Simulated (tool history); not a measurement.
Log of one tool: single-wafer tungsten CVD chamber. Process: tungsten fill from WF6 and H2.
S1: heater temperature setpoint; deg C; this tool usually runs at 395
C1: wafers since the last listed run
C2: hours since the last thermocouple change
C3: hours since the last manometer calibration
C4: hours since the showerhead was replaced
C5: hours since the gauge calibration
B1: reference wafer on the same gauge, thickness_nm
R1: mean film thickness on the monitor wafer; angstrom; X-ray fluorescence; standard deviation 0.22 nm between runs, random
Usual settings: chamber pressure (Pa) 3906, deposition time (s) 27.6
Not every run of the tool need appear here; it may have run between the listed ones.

Run 1, hour 0.0: usual settings; C1 0; C2 2317.3; C3 1084.4; C4 2727.7; C5 217.8; B1 59.269. Result: R1 646.41 angstrom.
Run 2, hour 17.3: usual settings; C1 403; C2 2334.6; C3 1101.7; C4 2745.0; C5 235.1; B1 59.142. Result: R1 647.51 angstrom.
Run 3, hour 48.0: usual settings; C1 715; C2 2365.3; C3 1132.4; C4 2775.7; C5 265.8; B1 59.263. Result: R1 650.02 angstrom.
Run 4, hour 78.2: usual settings; C1 704; C2 2395.5; C3 1162.6; C4 2805.9; C5 296.0; B1 59.213. Result: R1 648.46 angstrom.
Run 5, hour 96.3: usual settings; C1 421; C2 2413.6; C3 1180.7; C4 2824.0; C5 314.1; B1 59.219. Result: R1 647.65 angstrom.
Run 6, hour 110.7: usual settings; C1 335; C2 2428.0; C3 1195.1; C4 2838.4; C5 328.5; B1 59.268. Result: R1 650.17 angstrom.
Run 7, hour 144.6: usual settings but deposition time (s) 28.7; C1 790; C2 2461.9; C3 1229.0; C4 2872.3; C5 362.4; B1 59.182. Result: R1 671.18 angstrom.
Run 8, hour 178.2: usual settings; C1 783; C2 2495.5; C3 1262.6; C4 2905.9; C5 396.0; B1 59.138. Result: R1 645.76 angstrom.
Run 9, hour 190.9: usual settings; C1 296; C2 2508.2; C3 1275.3; C4 2918.6; C5 408.7; B1 59.197. Result: R1 648.82 angstrom.
At hour 209.5: gauge calibrated.
Run 10, hour 216.0: usual settings but chamber pressure (Pa) 3400; C1 585; C2 2533.3; C3 1300.4; C4 2943.7; C5 6.5; B1 59.190. Result: R1 594.94 angstrom.
Run 11, hour 251.2: usual settings but chamber pressure (Pa) 3400; C1 820; C2 2568.5; C3 1335.6; C4 2978.9; C5 41.7; B1 59.137. Result: R1 600.94 angstrom.
Run 12, hour 282.4: usual settings but chamber pressure (Pa) 3400; C1 727; C2 2599.7; C3 1366.8; C4 3010.1; C5 72.9; B1 59.172. Result: R1 597.16 angstrom.
Run 13, hour 312.8: usual settings but chamber pressure (Pa) 4133; C1 708; C2 2630.1; C3 1397.2; C4 3040.5; C5 103.3; B1 59.167. Result: R1 664.79 angstrom.
Run 14, hour 335.5: usual settings but chamber pressure (Pa) 4133; C1 529; C2 2652.8; C3 1419.9; C4 3063.2; C5 126.0; B1 59.142. Result: R1 665.70 angstrom.
Run 15, hour 348.2: usual settings but chamber pressure (Pa) 3186; C1 296; C2 2665.5; C3 1432.6; C4 3075.9; C5 138.7; B1 59.234. Result: R1 575.37 angstrom.
Run 16, hour 379.2: usual settings but chamber pressure (Pa) 4653, deposition time (s) 24.7; C1 722; C2 2696.5; C3 1463.6; C4 3106.9; C5 169.7; B1 59.236. Result: R1 632.36 angstrom.
Run 17, hour 408.0: usual settings but S1 402 deg C, chamber pressure (Pa) 4480, deposition time (s) 30.3; C1 671; C2 2725.3; C3 1492.4; C4 3135.7; C5 198.5; B1 59.182. Result: R1 854.57 angstrom.
Run 18, hour 434.1: usual settings but S1 409 deg C, chamber pressure (Pa) 4200, deposition time (s) 31.6; C1 608; C2 2751.4; C3 1518.5; C4 3161.8; C5 224.6; B1 59.148. Result: R1 962.70 angstrom.
At hour 447.1: thermocouple changed; heater temperature recalibrated.
Run 19, hour 447.6: usual settings; C1 128; C2 0.5; C3 1532.0; C4 3175.3; C5 238.1; B1 59.241. Result: R1 694.83 angstrom.
Run 20, hour 467.3: usual settings but chamber pressure (Pa) 4226, deposition time (s) 25.5; C1 459; C2 20.2; C3 1551.7; C4 3195.0; C5 257.8; B1 59.172. Result: R1 663.18 angstrom.
Run 21, hour 485.5: usual settings; C1 424; C2 38.4; C3 1569.9; C4 3213.2; C5 276.0; B1 59.251. Result: R1 689.73 angstrom.
Run 22, hour 518.6: usual settings; C1 771; C2 71.5; C3 1603.0; C4 3246.3; C5 309.1; B1 59.211. Result: R1 687.95 angstrom.
Run 23, hour 550.4: usual settings but deposition time (s) 32.9; C1 741; C2 103.3; C3 1634.8; C4 3278.1; C5 340.9; B1 59.190. Result: R1 822.71 angstrom.
At hour 559.7: gauge calibrated.
At hour 567.7: showerhead replaced.
At hour 580.6: capacitance manometer re-zeroed and calibrated.
Run 24, hour 582.0: usual settings but S1 402 deg C; C1 363; C2 134.9; C3 1.4; C4 14.3; C5 22.3; B1 59.173. Result: R1 775.96 angstrom.
Run 25, hour 609.4: usual settings but chamber pressure (Pa) 4440; C1 638; C2 162.3; C3 28.8; C4 41.7; C5 49.7; B1 59.169. Result: R1 736.50 angstrom.
Run 26, hour 699.8: usual settings but chamber pressure (Pa) 4346, deposition time (s) 32.2; C1 2107; C2 252.7; C3 119.2; C4 132.1; C5 140.1; B1 59.231. Result: R1 844.36 angstrom.
Run 27, hour 720.1: usual settings but S1 380 deg C, chamber pressure (Pa) 4453, deposition time (s) 22.1; C1 473; C2 273.0; C3 139.5; C4 152.4; C5 160.4; B1 59.267. Result: R1 455.13 angstrom.
Run 28, hour 736.8: usual settings but S1 390 deg C, chamber pressure (Pa) 3160; C1 389; C2 289.7; C3 156.2; C4 169.1; C5 177.1; B1 59.124. Result: R1 561.43 angstrom.

What would each run have given without the hidden state, its run-to-run variation left as it was?
What the log doesn't record here: wafer temperature above the value expected at the setpoint (K); true pressure above the setpoint (%); gauge reads high (%).
run       R1
  1   683.30
  2   684.78
  3   687.98
  4   686.88
  5   686.34
  6   689.28
  7   712.18
  8   685.81
  9   689.28
 10   632.46
 11   639.43
 12   635.92
 13   708.51
 14   709.90
 15   613.78
 16   675.12
 17   911.23
 18  1024.41
 19   691.55
 20   660.39
 21   687.16
 22   685.96
 23   821.01
 24   775.05
 25   736.11
 26   845.89
 27   456.26
 28   563.01
